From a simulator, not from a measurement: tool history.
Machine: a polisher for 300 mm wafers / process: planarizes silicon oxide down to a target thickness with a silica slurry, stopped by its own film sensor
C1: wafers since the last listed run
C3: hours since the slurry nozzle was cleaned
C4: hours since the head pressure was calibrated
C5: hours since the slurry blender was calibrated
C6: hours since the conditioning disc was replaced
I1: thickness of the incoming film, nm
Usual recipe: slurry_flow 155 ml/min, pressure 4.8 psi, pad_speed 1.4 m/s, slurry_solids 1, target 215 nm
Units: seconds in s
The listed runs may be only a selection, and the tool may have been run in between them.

Run 1, hour 0: usual settings; C1 0; wafers polished on this pad 4163; C3 349.7; C4 53.7; C5 408.8; C6 231.3; I1 567.7. Result: seconds 92.6 s.
At hour 28.4: slurry nozzle cleaned.
At hour 66.6: slurry blender recalibrated.
Run 2, hour 68.7: usual settings; C1 868; wafers polished on this pad 5031; C3 40.3; C4 122.4; C5 2.1; C6 300; I1 557.5. Result: seconds 86 s.
Run 3, hour 106.7: usual settings; C1 502; wafers polished on this pad 5534; C3 78.3; C4 160.4; C5 40.1; C6 338; I1 560.9. Result: seconds 87.3 s.
Run 4, hour 136.2: usual settings but pad_speed 1.72 m/s; C1 390; wafers polished on this pad 5924; C3 107.8; C4 189.9; C5 69.6; C6 367.5; I1 565.7. Result: seconds 75 s.
At hour 140.5: worn pad replaced by a new one.
Run 5, hour 161.8: usual settings but slurry_flow 140 ml/min; C1 285; wafers polished on this pad 281; C3 133.4; C4 215.5; C5 95.2; C6 393.1; I1 560.4. Result: seconds 90.1 s.
Run 6, hour 211.2: usual settings; C1 653; wafers polished on this pad 934; C3 182.8; C4 264.9; C5 144.6; C6 442.5; I1 561.4. Result: seconds 86.5 s.
Run 7, hour 265.5: usual settings but pad_speed 0.92 m/s, slurry_solids 0.75, target 257 nm; C1 717; wafers polished on this pad 1652; C3 237.1; C4 319.2; C5 198.9; C6 496.8; I1 566.7. Result: seconds 121.9 s.
Run 8, hour 322.4: usual settings; C1 752; wafers polished on this pad 2405; C3 294; C4 376.1; C5 255.8; C6 553.7; I1 557.6. Result: seconds 87.9 s.
At hour 343.8: conditioning disc replaced and pad reconditioned.
Run 9, hour 347.3: usual settings but slurry_flow 200 ml/min, target 276 nm; C1 302; wafers polished on this pad 2708; C3 318.9; C4 401; C5 280.7; C6 3.5; I1 551.7. Result: seconds 69.1 s.
Run 10, hour 407.1: usual settings; C1 790; wafers polished on this pad 3498; C3 378.7; C4 460.8; C5 340.5; C6 63.3; I1 558.8. Result: seconds 89.2 s.
At hour 424.5: slurry nozzle cleaned.
At hour 449.6: slurry blender recalibrated.
Run 11, hour 453.7: usual settings but slurry_flow 170 ml/min, pressure 4 psi, slurry_solids 1.2; C1 576; wafers polished on this pad 4075; C3 29.2; C4 507.4; C5 4.1; C6 109.9; I1 557.7. Result: seconds 94.6 s.
Run 12, hour 509.7: usual settings but slurry_flow 210 ml/min; C1 740; wafers polished on this pad 4815; C3 85.2; C4 563.4; C5 60.1; C6 165.9; I1 559.7. Result: seconds 86.4 s.
Run 13, hour 544: usual settings but slurry_flow 200 ml/min, pad_speed 1.16 m/s, slurry_solids 1.2, target 169 nm; C1 453; wafers polished on this pad 5269; C3 119.5; C4 597.7; C5 94.4; C6 200.2; I1 563.5. Result: seconds 103 s.
At hour 552.2: worn pad replaced by a new one.
Run 14, hour 572.2: usual settings; C1 319; wafers polished on this pad 264; C3 147.7; C4 625.9; C5 122.6; C6 228.4; I1 563.5. Result: seconds 88.8 s.
Run 15, hour 608: usual settings but pad_speed 1.56 m/s, slurry_solids 0.8; C1 473; wafers polished on this pad 737; C3 183.5; C4 661.7; C5 158.4; C6 264.2; I1 555. Result: seconds 86.9 s.
Run 16, hour 636.6: usual settings; C1 378; wafers polished on this pad 1116; C3 212.1; C4 690.3; C5 187; C6 292.8; I1 565.4. Result: seconds 88.9 s.
Run 17, hour 700.1: usual settings but slurry_flow 210 ml/min, pressure 3.2 psi, target 122 nm; C1 839; wafers polished on this pad 1955; C3 275.6; C4 753.8; C5 250.5; C6 356.3; I1 553.8. Result: seconds 158.9 s.
Run 18, hour 724.8: usual settings but pressure 6 psi, target 129 nm; C1 326; wafers polished on this pad 2282; C3 300.3; C4 778.5; C5 275.2; C6 381; I1 560.3. Result: seconds 88.3 s.
At hour 740.6: head pressure recalibrated.
Run 19, hour 751.6: usual settings; C1 327; wafers polished on this pad 2610; C3 327.1; C4 11; C5 302; C6 407.8; I1 562.5. Result: seconds 88.2 s.
Run 20, hour 780.1: usual settings; C1 376; wafers polished on this pad 2986; C3 355.6; C4 39.5; C5 330.5; C6 436.3; I1 562.8. Result: seconds 91.8 s.
Run 21, hour 814.2: usual settings but target 295 nm; C1 450; wafers polished on this pad 3437; C3 389.7; C4 73.6; C5 364.6; C6 470.4; I1 554.2. Result: seconds 69.1 s.
At hour 850: slurry blender recalibrated.
Run 22, hour 867: usual settings but target 160 nm; C1 671; wafers polished on this pad 4109; C3 442.5; C4 126.4; C5 17; C6 523.2; I1 555.5. Result: seconds 108.1 s.
At hour 885.4: slurry nozzle cleaned.
Run 23, hour 895.4: usual settings; C1 362; wafers polished on this pad 4471; C3 10; C4 154.8; C5 45.4; C6 551.6; I1 568.9. Result: seconds 89.3 s.
At hour 922.3: conditioning disc replaced and pad reconditioned.
At hour 931.7: worn pad replaced by a new one.
Run 24, hour 941.6: usual settings but slurry_flow 110 ml/min, pressure 4 psi, pad_speed 1.8 m/s, target 249 nm; C1 531; wafers polished on this pad 131; C3 56.2; C4 201; C5 91.6; C6 19.3; I1 565. Result: seconds 80.6 s.
Run 25, hour 1007.4: usual settings but slurry_flow 115 ml/min, pressure 3.1 psi, slurry_solids 0.9, target 167 nm; C1 870; wafers polished on this pad 1001; C3 122; C4 266.8; C5 157.4; C6 85.1; I1 559.3. Result: seconds 169 s.
Run 26, hour 1068.3: usual settings but slurry_flow 110 ml/min; C1 805; wafers polished on this pad 1806; C3 182.9; C4 327.7; C5 218.3; C6 146; I1 549.5. Result: seconds 87.6 s.

Branching from run 26: 3 alternative next runs. What would each branch give?
Run A, hour 1068.7: usual settings; C1 5; wafers polished on this pad 1811; C3 183.3; C4 328.1; C5 218.7; C6 146.4; I1 562. Result: seconds ?.
Run B, hour 1068.7: usual settings but slurry_solids 1.2, target 179 nm; C1 5; wafers polished on this pad 1811; C3 183.3; C4 328.1; C5 218.7; C6 146.4; I1 562. Result: seconds ?.
Run C, hour 1068.7: usual settings but pressure 3.6 psi; C1 5; wafers polished on this pad 1811; C3 183.3; C4 328.1; C5 218.7; C6 146.4; I1 562. Result: seconds ?.

run  seconds
  A     87.3
  B     90.1
  C    116.3
Without the tool's unlogged condition, the same runs would have read:
run  seconds
  A     86.4
  B     89.3
  C    115.2
